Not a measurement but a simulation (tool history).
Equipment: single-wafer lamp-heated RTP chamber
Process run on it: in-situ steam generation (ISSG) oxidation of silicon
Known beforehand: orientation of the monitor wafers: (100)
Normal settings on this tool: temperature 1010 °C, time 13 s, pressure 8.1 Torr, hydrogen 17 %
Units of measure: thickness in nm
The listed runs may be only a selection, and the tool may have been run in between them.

| run | day | temperature | time | pressure | hydrogen | wafers since the last listed run | wafers since the last pyrometer calibration | hours since the pressure gauge was zeroed | hours since the hydrogen flow controller was replaced | hours since the gauge calibration | read-back reference wafer on the same gauge, thickness | thickness |
|---|---|---|---|---|---|---|---|---|---|---|---|---|
| 1 | 0.000 | 1010 | 13 | 8.1 | 17 | 0 | 2936 | 3074.9 | 3283.4 | 512.3 | 3.497 | 4.380 |
| 2 | 0.683 | 1010 | 13 | 8.1 | 17 | 166 | 3102 | 3091.3 | 3299.8 | 528.7 | 3.501 | 4.385 |
| 3 | 0.954 | 1010 | 13 | 8.1 | 17 | 65 | 3168 | 3097.8 | 3306.3 | 535.2 | 3.498 | 4.399 |
| 4 | 1.579 | 1010 | 13 | 8.1 | 17 | 152 | 3320 | 3112.8 | 3321.3 | 550.2 | 3.498 | 4.383 |
| 5 | 1.929 | 1010 | 13 | 8.1 | 17 | 85 | 3405 | 3121.2 | 3329.7 | 558.6 | 3.500 | 4.388 |
| 6 | 2.288 | 1003 | 16 | 8.1 | 17 | 87 | 3492 | 3129.8 | 3338.3 | 567.2 | 3.501 | 4.702 |
| 7 | 3.004 | 1003 | 16 | 8.1 | 17 | 174 | 3667 | 3147.0 | 3355.5 | 584.4 | 3.500 | 4.705 |
| 8 | 3.354 | 1003 | 16 | 8.1 | 17 | 85 | 3752 | 3155.4 | 3363.9 | 592.8 | 3.500 | 4.707 |
| 9 | 4.029 | 1010 | 13 | 8.1 | 17 | 164 | 3916 | 3171.6 | 3380.1 | 609.0 | 3.500 | 4.409 |
| 10 | 4.408 | 1003 | 13 | 9.2 | 11 | 92 | 4009 | 3180.7 | 3389.2 | 618.1 | 3.496 | 3.855 |
| 11 | 4.996 | 1010 | 13 | 7.0 | 12 | 143 | 4152 | 3194.8 | 3403.3 | 632.2 | 3.499 | 4.029 |
|  | 5.350 | hydrogen flow controller replaced |
| 12 | 5.475 | 1024 | 13 | 9.0 | 17 | 35 | 4187 | 3206.3 | 3.0 | 643.7 | 3.501 | 4.645 |
|  | 5.992 | pressure gauge zeroed |
| 13 | 6.012 | 1010 | 13 | 8.1 | 17 | 49 | 4237 | 0.5 | 15.9 | 656.6 | 3.501 | 4.422 |
| 14 | 6.383 | 1018 | 13 | 8.1 | 17 | 90 | 4327 | 9.4 | 24.8 | 665.5 | 3.499 | 4.568 |
|  | 6.612 | gauge calibrated |
|  | 7.079 | pyrometer window cleaned and pyrometer calibrated |
| 15 | 7.100 | 1010 | 13 | 8.1 | 20 | 93 | 5 | 26.6 | 42.0 | 11.7 | 3.500 | 4.507 |
| 16 | 7.146 | 1010 | 10 | 8.1 | 25 | 11 | 16 | 27.7 | 43.1 | 12.8 | 3.500 | 4.251 |
| 17 | 7.525 | 1016 | 18 | 8.1 | 23 | 92 | 108 | 36.8 | 52.2 | 21.9 | 3.498 | 5.569 |
| 18 | 8.104 | 1018 | 10 | 8.8 | 17 | 141 | 249 | 50.7 | 66.1 | 35.8 | 3.499 | 3.941 |
| 19 | 8.617 | 1010 | 13 | 8.1 | 17 | 124 | 374 | 63.0 | 78.4 | 48.1 | 3.499 | 4.344 |
| 20 | 9.317 | 999 | 17 | 8.1 | 11 | 170 | 544 | 79.8 | 95.2 | 64.9 | 3.500 | 4.257 |
| 21 | 9.762 | 1010 | 10 | 7.0 | 11 | 108 | 653 | 90.5 | 105.9 | 75.6 | 3.502 | 3.448 |
| 22 | 10.208 | 1025 | 15 | 6.9 | 11 | 108 | 761 | 101.2 | 116.6 | 86.3 | 3.502 | 4.422 |
| 23 | 10.929 | 1001 | 8 | 8.7 | 17 | 175 | 937 | 118.5 | 133.9 | 103.6 | 3.502 | 3.394 |
| 24 | 11.396 | 1010 | 13 | 8.1 | 17 | 113 | 1050 | 129.7 | 145.1 | 114.8 | 3.498 | 4.335 |
| 25 | 11.875 | 1010 | 13 | 6.9 | 17 | 116 | 1167 | 141.2 | 156.6 | 126.3 | 3.500 | 4.301 |
| 26 | 12.188 | 997 | 8 | 8.1 | 17 | 76 | 1243 | 148.7 | 164.1 | 133.8 | 3.500 | 3.368 |
| 27 | 12.808 | 1010 | 16 | 8.1 | 17 | 151 | 1394 | 163.6 | 179.0 | 148.7 | 3.503 | 4.782 |
| 28 | 13.133 | 1010 | 13 | 8.1 | 26 | 79 | 1473 | 171.4 | 186.8 | 156.5 | 3.503 | 4.840 |
| 29 | 13.758 | 995 | 8 | 7.5 | 14 | 152 | 1626 | 186.4 | 201.8 | 171.5 | 3.501 | 3.191 |
| 30 | 14.179 | 1010 | 13 | 8.1 | 17 | 102 | 1728 | 196.5 | 211.9 | 181.6 | 3.498 | 4.347 |
| 31 | 14.642 | 997 | 13 | 7.2 | 17 | 112 | 1841 | 207.6 | 223.0 | 192.7 | 3.503 | 4.123 |
| 32 | 15.088 | 1026 | 11 | 8.1 | 12 | 108 | 1949 | 218.3 | 233.7 | 203.4 | 3.498 | 3.949 |

Here are 3 independent what-if runs from the current tool condition. What would each one return?
| A | 15.104 | 1010 | 13 | 8.1 | 17 | 4 | 1953 | 218.7 | 234.1 | 203.8 | ? | ? |
| B | 15.104 | 1010 | 13 | 8.1 | 13 | 4 | 1953 | 218.7 | 234.1 | 203.8 | ? | ? |
| C | 15.104 | 1019 | 15 | 9.3 | 24 | 4 | 1953 | 218.7 | 234.1 | 203.8 | ? | ? |

| run | read-back reference wafer on the same gauge, thickness | thickness |
|---|---|---|
| A | 3.499 | 4.345 |
| B | 3.499 | 4.083 |
| C | 3.499 | 5.167 |
Stripped of hidden state, with their random variation kept, the same runs would have yielded:
| run | thickness |
|---|---|
| A | 4.331 |
| B | 4.069 |
| C | 5.147 |

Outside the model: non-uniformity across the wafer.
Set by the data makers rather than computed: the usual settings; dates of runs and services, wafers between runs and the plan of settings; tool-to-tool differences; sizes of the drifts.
